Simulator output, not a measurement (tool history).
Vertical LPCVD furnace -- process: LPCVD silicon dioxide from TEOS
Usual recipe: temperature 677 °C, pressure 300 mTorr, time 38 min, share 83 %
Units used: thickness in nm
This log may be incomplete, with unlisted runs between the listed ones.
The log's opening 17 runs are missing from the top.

| run | hour | temperature | pressure | time | share | wafers since the last listed run | hours since the last temperature calibration | hours since the pressure gauge was zeroed | hours since the TEOS flow controller was replaced | hours since the gauge calibration | read-back reference wafer on the same gauge, thickness | thickness |
|---|---|---|---|---|---|---|---|---|---|---|---|---|
| 18 | 371.7 | 677 | 300 | 24.5 | 83 | 319 | 2616.4 | 154.2 | 194.8 | 29.7 | 169.99 | 126.27 |
|  | 412 | thermocouples replaced and temperature profile calibrated |
| 19 | 412.5 | 667 | 300 | 38 | 67 | 348 | 0.5 | 195 | 235.6 | 70.5 | 169.47 | 136.7 |
| 20 | 416.8 | 677 | 340 | 38 | 93 | 89 | 4.8 | 199.3 | 239.9 | 74.8 | 169.69 | 218.98 |
| 21 | 435 | 681 | 340 | 45 | 83 | 378 | 23 | 217.5 | 258.1 | 93 | 169.53 | 273.72 |
| 22 | 464.4 | 677 | 320 | 38 | 97 | 610 | 52.4 | 246.9 | 287.5 | 122.4 | 169.15 | 216.32 |
| 23 | 499 | 677 | 300 | 52.5 | 83 | 718 | 87 | 281.5 | 322.1 | 157 | 168.98 | 267.33 |
| 24 | 513 | 677 | 300 | 38 | 83 | 290 | 101 | 295.5 | 336.1 | 171 | 168.88 | 193.91 |
| 25 | 540 | 677 | 300 | 38 | 83 | 560 | 128 | 322.5 | 363.1 | 198 | 168.82 | 195.53 |
| 26 | 570.4 | 677 | 270 | 38 | 83 | 631 | 158.4 | 352.9 | 393.5 | 228.4 | 168.47 | 185.27 |
| 27 | 586.8 | 683 | 250 | 30 | 90 | 340 | 174.8 | 369.3 | 409.9 | 244.8 | 168.36 | 168.75 |
| 28 | 606.8 | 683 | 320 | 38 | 87 | 415 | 194.8 | 389.3 | 429.9 | 264.8 | 168.25 | 238.12 |
| 29 | 636.5 | 671 | 270 | 38 | 83 | 616 | 224.5 | 419 | 459.6 | 294.5 | 167.91 | 157.39 |
| 30 | 660.8 | 677 | 300 | 33.5 | 91 | 504 | 248.8 | 443.3 | 483.9 | 318.8 | 167.92 | 179.96 |

5 options for the next run, each taken on its own from the tool as it stands now. Forecast them:
| A | 665.2 | 677 | 300 | 45 | 83 | 91 | 253.2 | 447.7 | 488.3 | 323.2 | ? | ? |
| B | 665.2 | 682 | 370 | 29.5 | 83 | 91 | 253.2 | 447.7 | 488.3 | 323.2 | ? | ? |
| C | 665.2 | 686 | 300 | 38 | 77 | 91 | 253.2 | 447.7 | 488.3 | 323.2 | ? | ? |
| D | 665.2 | 681 | 355 | 43.5 | 83 | 91 | 253.2 | 447.7 | 488.3 | 323.2 | ? | ? |
| E | 665.2 | 677 | 355 | 38 | 83 | 91 | 253.2 | 447.7 | 488.3 | 323.2 | ? | ? |

| run | read-back reference wafer on the same gauge, thickness | thickness |
|---|---|---|
| A | 167.8 | 228.74 |
| B | 167.8 | 188.02 |
| C | 167.8 | 231.27 |
| D | 167.8 | 265.09 |
| E | 167.8 | 210.12 |
Stripped of hidden state, with their random variation kept, the same runs would have yielded:
| run | thickness |
|---|---|
| A | 231.55 |
| B | 190.34 |
| C | 234.12 |
| D | 268.35 |
| E | 212.7 |
